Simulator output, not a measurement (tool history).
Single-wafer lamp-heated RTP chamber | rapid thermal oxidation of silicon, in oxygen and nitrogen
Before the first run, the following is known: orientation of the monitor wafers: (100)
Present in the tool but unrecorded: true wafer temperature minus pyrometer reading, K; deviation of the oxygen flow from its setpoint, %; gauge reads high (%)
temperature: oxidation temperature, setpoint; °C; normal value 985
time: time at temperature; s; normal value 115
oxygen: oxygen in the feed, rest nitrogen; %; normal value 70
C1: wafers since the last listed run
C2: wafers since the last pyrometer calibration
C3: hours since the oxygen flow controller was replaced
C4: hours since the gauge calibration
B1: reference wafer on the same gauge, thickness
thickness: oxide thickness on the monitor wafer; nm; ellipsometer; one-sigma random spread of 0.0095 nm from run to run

run 1 day=0.000 | temperature=985 time=115 oxygen=87 | C1=0 C2=6727 C3=7018.6 C4=215.8 | B1=5.298 | thickness=7.035
run 2 day=0.629 | temperature=985 time=115 oxygen=83 | C1=180 C2=6908 C3=7033.7 C4=230.9 | B1=5.301 | thickness=6.909
run 3 day=1.088 | temperature=985 time=115 oxygen=83 | C1=131 C2=7039 C3=7044.7 C4=241.9 | B1=5.302 | thickness=6.908
run 4 day=1.583 | temperature=985 time=115 oxygen=83 | C1=142 C2=7182 C3=7056.6 C4=253.8 | B1=5.301 | thickness=6.910
run 5 day=2.275 | temperature=985 time=115 oxygen=94 | C1=198 C2=7381 C3=7073.2 C4=270.4 | B1=5.298 | thickness=7.226
run 6 day=2.579 | temperature=985 time=115 oxygen=94 | C1=87 C2=7468 C3=7080.5 C4=277.7 | B1=5.299 | thickness=7.201
run 7 day=3.112 | temperature=985 time=115 oxygen=94 | C1=153 C2=7622 C3=7093.3 C4=290.5 | B1=5.298 | thickness=7.220
run 8 day=3.550 | temperature=985 time=115 oxygen=70 | C1=125 C2=7747 C3=7103.8 C4=301.0 | B1=5.302 | thickness=6.521
run 9 day=4.258 | temperature=985 time=115 oxygen=70 | C1=203 C2=7951 C3=7120.8 C4=318.0 | B1=5.298 | thickness=6.501
run 10 day=4.538 | temperature=985 time=115 oxygen=70 | C1=80 C2=8031 C3=7127.5 C4=324.7 | B1=5.300 | thickness=6.491
run 11 day=5.075 | temperature=985 time=115 oxygen=70 | C1=154 C2=8186 C3=7140.4 C4=337.6 | B1=5.303 | thickness=6.504
run 12 day=5.788 | temperature=985 time=115 oxygen=70 | C1=204 C2=8391 C3=7157.5 C4=354.7 | B1=5.303 | thickness=6.514
-- day=6.329 pyrometer window cleaned and pyrometer calibrated
run 13 day=6.350 | temperature=985 time=115 oxygen=70 | C1=65 C2=6 C3=7171.0 C4=368.2 | B1=5.303 | thickness=6.349
run 14 day=6.704 | temperature=985 time=115 oxygen=70 | C1=101 C2=108 C3=7179.5 C4=376.7 | B1=5.301 | thickness=6.355
run 15 day=7.362 | temperature=985 time=115 oxygen=70 | C1=189 C2=297 C3=7195.3 C4=392.5 | B1=5.302 | thickness=6.372
run 16 day=7.883 | temperature=985 time=92 oxygen=61 | C1=149 C2=447 C3=7207.8 C4=405.0 | B1=5.301 | thickness=5.520
run 17 day=8.604 | temperature=1012 time=139 oxygen=61 | C1=207 C2=654 C3=7225.1 C4=422.3 | B1=5.300 | thickness=8.074
run 18 day=9.021 | temperature=985 time=168 oxygen=48 | C1=119 C2=774 C3=7235.1 C4=432.3 | B1=5.299 | thickness=6.637
run 19 day=9.508 | temperature=985 time=145 oxygen=83 | C1=140 C2=914 C3=7246.8 C4=444.0 | B1=5.298 | thickness=7.531
run 20 day=9.967 | temperature=985 time=115 oxygen=70 | C1=131 C2=1046 C3=7257.8 C4=455.0 | B1=5.299 | thickness=6.397
run 21 day=10.612 | temperature=964 time=60 oxygen=56 | C1=185 C2=1231 C3=7273.3 C4=470.5 | B1=5.301 | thickness=3.883
run 22 day=10.979 | temperature=985 time=160 oxygen=70 | C1=105 C2=1337 C3=7282.1 C4=479.3 | B1=5.303 | thickness=7.434
run 23 day=11.538 | temperature=985 time=115 oxygen=45 | C1=160 C2=1497 C3=7295.5 C4=492.7 | B1=5.298 | thickness=5.509
-- day=12.071 gauge calibrated
-- day=12.088 oxygen flow controller replaced
run 24 day=12.108 | temperature=1013 time=147 oxygen=70 | C1=68 C2=1565 C3=0.5 C4=0.9 | B1=5.300 | thickness=8.833
run 25 day=12.338 | temperature=985 time=115 oxygen=70 | C1=65 C2=1631 C3=6.0 C4=6.4 | B1=5.304 | thickness=6.420
run 26 day=12.962 | temperature=955 time=170 oxygen=96 | C1=179 C2=1811 C3=21.0 C4=21.4 | B1=5.299 | thickness=6.797
run 27 day=13.333 | temperature=985 time=162 oxygen=58 | C1=106 C2=1918 C3=29.9 C4=30.3 | B1=5.302 | thickness=7.026
run 28 day=13.771 | temperature=985 time=70 oxygen=70 | C1=125 C2=2043 C3=40.4 C4=40.8 | B1=5.301 | thickness=5.179
run 29 day=14.046 | temperature=994 time=84 oxygen=48 | C1=79 C2=2122 C3=47.0 C4=47.4 | B1=5.298 | thickness=5.266
run 30 day=14.617 | temperature=985 time=115 oxygen=70 | C1=164 C2=2286 C3=60.7 C4=61.1 | B1=5.302 | thickness=6.436
run 31 day=14.962 | temperature=985 time=115 oxygen=70 | C1=99 C2=2386 C3=69.0 C4=69.4 | B1=5.300 | thickness=6.426
run 32 day=15.258 | temperature=958 time=150 oxygen=49 | C1=85 C2=2471 C3=76.1 C4=76.5 | B1=5.303 | thickness=5.261
run 33 day=15.583 | temperature=985 time=71 oxygen=88 | C1=93 C2=2564 C3=83.9 C4=84.3 | B1=5.299 | thickness=5.635
run 34 day=15.862 | temperature=985 time=169 oxygen=83 | C1=80 C2=2645 C3=90.6 C4=91.0 | B1=5.298 | thickness=8.177
run 35 day=16.229 | temperature=975 time=131 oxygen=46 | C1=105 C2=2750 C3=99.4 C4=99.8 | B1=5.296 | thickness=5.486
run 36 day=16.858 | temperature=985 time=78 oxygen=92 | C1=180 C2=2931 C3=114.5 C4=114.9 | B1=5.305 | thickness=5.952
run 37 day=17.542 | temperature=1014 time=115 oxygen=70 | C1=196 C2=3127 C3=130.9 C4=131.3 | B1=5.298 | thickness=8.005
run 38 day=18.088 | temperature=956 time=115 oxygen=53 | C1=156 C2=3284 C3=144.0 C4=144.4 | B1=5.300 | thickness=4.750

What differs in the tool's unlogged condition from the final listed run ahead of each entry between runs to the first listed run following it?
Run 12 -> run 13: pyrometer window cleaned and pyrometer calibrated (day 6.329)
  true wafer temperature minus pyrometer reading, K: 3.54 -> 0.0433
  difference, measured minus the result without the unlogged condition, thickness: +0.170 -> +0.002 nm
Run 23 -> run 24: gauge calibrated (day 12.071); oxygen flow controller replaced (day 12.088)
  true wafer temperature minus pyrometer reading, K: 1.56 -> 1.69
  difference, measured minus the result without the unlogged condition, thickness: +0.062 -> +0.108 nm
